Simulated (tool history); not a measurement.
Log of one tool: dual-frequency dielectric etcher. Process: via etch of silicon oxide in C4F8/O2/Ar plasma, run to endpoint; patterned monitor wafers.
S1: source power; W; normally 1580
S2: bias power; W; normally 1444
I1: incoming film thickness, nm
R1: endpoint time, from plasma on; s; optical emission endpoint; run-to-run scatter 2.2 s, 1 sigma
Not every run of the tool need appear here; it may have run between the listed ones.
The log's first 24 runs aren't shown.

| run | hour | S1 | S2 | I1 | R1 |
|---|---|---|---|---|---|
| 25 | 1100.2 | 1860 | 1444 | 1101.8 | 234.8 |
| 26 | 1130.8 | 1580 | 1262 | 1114.8 | 265.7 |
| 27 | 1163.8 | 1580 | 1444 | 1104.7 | 241.3 |
|  | 1248.4 | wet clean of the chamber |
| 28 | 1248.9 | 1580 | 1444 | 1111.5 | 253.8 |
| 29 | 1255.3 | 1310 | 1758 | 1109.2 | 240.1 |
| 30 | 1304.4 | 1580 | 1444 | 1111.3 | 251.2 |
| 31 | 1345.5 | 1180 | 1444 | 1097.7 | 265.1 |
| 32 | 1437.8 | 1900 | 1653 | 1094.9 | 220.6 |
| 33 | 1468.7 | 1930 | 1615 | 1106.8 | 223.8 |
| 34 | 1500.5 | 1800 | 1611 | 1119.5 | 232.8 |

Branching from run 34: 4 alternative next runs. What would each branch give?
| A | 1501 | 1880 | 1444 | 1109.8 | ? |
| B | 1501 | 1760 | 1444 | 1109.8 | ? |
| C | 1501 | 1330 | 1128 | 1109.8 | ? |
| D | 1501 | 1280 | 1271 | 1109.8 | ? |

| run | R1 |
|---|---|
| A | 234.5 |
| B | 238.2 |
| C | 295.6 |
| D | 275.5 |
Had the tool no hidden state, the same runs would have come out as:
| run | R1 |
|---|---|
| A | 241.6 |
| B | 245.5 |
| C | 304.6 |
| D | 283.9 |
